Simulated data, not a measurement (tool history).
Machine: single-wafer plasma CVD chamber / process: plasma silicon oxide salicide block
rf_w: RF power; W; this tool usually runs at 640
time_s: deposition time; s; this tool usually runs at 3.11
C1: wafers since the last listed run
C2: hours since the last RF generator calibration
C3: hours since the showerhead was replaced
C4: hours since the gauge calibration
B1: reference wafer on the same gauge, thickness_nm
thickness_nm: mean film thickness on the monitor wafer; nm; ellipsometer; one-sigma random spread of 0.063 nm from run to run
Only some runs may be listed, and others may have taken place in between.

Run 1, day 0.000: usual settings but rf_w 565 W; C1 0; C2 409.4; C3 8266.7; C4 133.8; B1 31.940. Result: thickness_nm 30.033 nm.
Run 2, day 1.154: usual settings but time_s 3.33 s; C1 982; C2 437.1; C3 8294.4; C4 161.5; B1 31.909. Result: thickness_nm 33.304 nm.
Run 3, day 5.583: usual settings; C1 3771; C2 543.4; C3 8400.7; C4 267.8; B1 31.934. Result: thickness_nm 31.007 nm.
Run 4, day 6.825: usual settings; C1 1057; C2 573.2; C3 8430.5; C4 297.6; B1 31.943. Result: thickness_nm 31.106 nm.
Run 5, day 7.500: usual settings; C1 574; C2 589.4; C3 8446.7; C4 313.8; B1 31.974. Result: thickness_nm 31.112 nm.
Run 6, day 8.533: usual settings; C1 879; C2 614.2; C3 8471.5; C4 338.6; B1 32.025. Result: thickness_nm 31.211 nm.
Run 7, day 9.633: usual settings; C1 936; C2 640.6; C3 8497.9; C4 365.0; B1 31.993. Result: thickness_nm 31.109 nm.
Run 8, day 10.688: usual settings; C1 897; C2 665.9; C3 8523.2; C4 390.3; B1 32.063. Result: thickness_nm 31.126 nm.
Run 9, day 11.600: usual settings but rf_w 725 W; C1 776; C2 687.8; C3 8545.1; C4 412.2; B1 32.046. Result: thickness_nm 32.299 nm.
Run 10, day 12.412: usual settings but rf_w 725 W; C1 691; C2 707.3; C3 8564.6; C4 431.7; B1 32.086. Result: thickness_nm 32.327 nm.
Run 11, day 13.446: usual settings but rf_w 725 W; C1 879; C2 732.1; C3 8589.4; C4 456.5; B1 32.112. Result: thickness_nm 32.263 nm.
Run 12, day 14.300: usual settings but rf_w 740 W; C1 727; C2 752.6; C3 8609.9; C4 477.0; B1 32.119. Result: thickness_nm 32.503 nm.
Run 13, day 15.371: usual settings but rf_w 740 W; C1 911; C2 778.3; C3 8635.6; C4 502.7; B1 32.166. Result: thickness_nm 32.448 nm.
At day 16.229: showerhead replaced.
Run 14, day 16.279: usual settings but rf_w 740 W; C1 489; C2 800.1; C3 1.2; C4 524.5; B1 32.140. Result: thickness_nm 32.485 nm.
Run 15, day 17.596: usual settings but rf_w 680 W, time_s 3.32 s; C1 1121; C2 831.7; C3 32.8; C4 556.1; B1 32.204. Result: thickness_nm 33.915 nm.
Run 16, day 18.921: usual settings; C1 1128; C2 863.5; C3 64.6; C4 587.9; B1 32.168. Result: thickness_nm 31.292 nm.
At day 19.517: gauge calibrated.
Run 17, day 19.575: usual settings but rf_w 585 W, time_s 2.94 s; C1 556; C2 879.2; C3 80.3; C4 1.4; B1 31.857. Result: thickness_nm 28.551 nm.
At day 20.175: RF generator calibrated.
Run 18, day 20.238: usual settings; C1 280; C2 1.5; C3 96.2; C4 17.3; B1 31.885. Result: thickness_nm 30.921 nm.
Run 19, day 21.329: usual settings; C1 929; C2 27.7; C3 122.4; C4 43.5; B1 31.892. Result: thickness_nm 30.987 nm.
Run 20, day 22.329: usual settings but rf_w 595 W, time_s 2.93 s; C1 851; C2 51.7; C3 146.4; C4 67.5; B1 31.864. Result: thickness_nm 28.566 nm.
Run 21, day 23.096: usual settings but rf_w 760 W, time_s 2.58 s; C1 652; C2 70.1; C3 164.8; C4 85.9; B1 31.904. Result: thickness_nm 26.977 nm.
Run 22, day 23.938: usual settings but time_s 3.49 s; C1 716; C2 90.3; C3 185.0; C4 106.1; B1 31.905. Result: thickness_nm 34.664 nm.
Run 23, day 24.779: usual settings but rf_w 685 W; C1 716; C2 110.5; C3 205.2; C4 126.3; B1 31.868. Result: thickness_nm 31.534 nm.
Run 24, day 25.367: usual settings but time_s 3.51 s; C1 500; C2 124.6; C3 219.3; C4 140.4; B1 31.866. Result: thickness_nm 35.092 nm.
Run 25, day 26.671: usual settings but rf_w 525 W, time_s 3.67 s; C1 1110; C2 155.9; C3 250.6; C4 171.7; B1 31.875. Result: thickness_nm 34.625 nm.
Run 26, day 28.121: usual settings but time_s 3.56 s; C1 1234; C2 190.7; C3 285.4; C4 206.5; B1 31.913. Result: thickness_nm 35.531 nm.
Run 27, day 29.412: usual settings but rf_w 580 W, time_s 2.74 s; C1 1099; C2 221.7; C3 316.4; C4 237.5; B1 31.952. Result: thickness_nm 26.539 nm.
Run 28, day 30.700: usual settings but rf_w 600 W, time_s 3.42 s; C1 1096; C2 252.6; C3 347.3; C4 268.4; B1 31.955. Result: thickness_nm 33.679 nm.

Here are 5 independent what-if runs from the current tool condition. What would each one return?
Run A, day 30.717: usual settings; C1 14; C2 253.0; C3 347.7; C4 268.8; B1 ?. Result: thickness_nm ?.
Run B, day 30.717: usual settings but rf_w 530 W, time_s 2.50 s; C1 14; C2 253.0; C3 347.7; C4 268.8; B1 ?. Result: thickness_nm ?.
Run C, day 30.717: usual settings but rf_w 580 W, time_s 3.40 s; C1 14; C2 253.0; C3 347.7; C4 268.8; B1 ?. Result: thickness_nm ?.
Run D, day 30.717: usual settings but rf_w 550 W, time_s 2.58 s; C1 14; C2 253.0; C3 347.7; C4 268.8; B1 ?. Result: thickness_nm ?.
Run E, day 30.717: usual settings but rf_w 710 W; C1 14; C2 253.0; C3 347.7; C4 268.8; B1 ?. Result: thickness_nm ?.

run      B1  thickness_nm
  A  31.924        31.086
  B  31.924        23.720
  C  31.924        33.070
  D  31.924        24.729
  E  31.924        32.001
What these runs would have given with no unlogged condition in the tool:
run  thickness_nm
  A        31.053
  B        23.694
  C        33.034
  D        24.703
  E        31.967

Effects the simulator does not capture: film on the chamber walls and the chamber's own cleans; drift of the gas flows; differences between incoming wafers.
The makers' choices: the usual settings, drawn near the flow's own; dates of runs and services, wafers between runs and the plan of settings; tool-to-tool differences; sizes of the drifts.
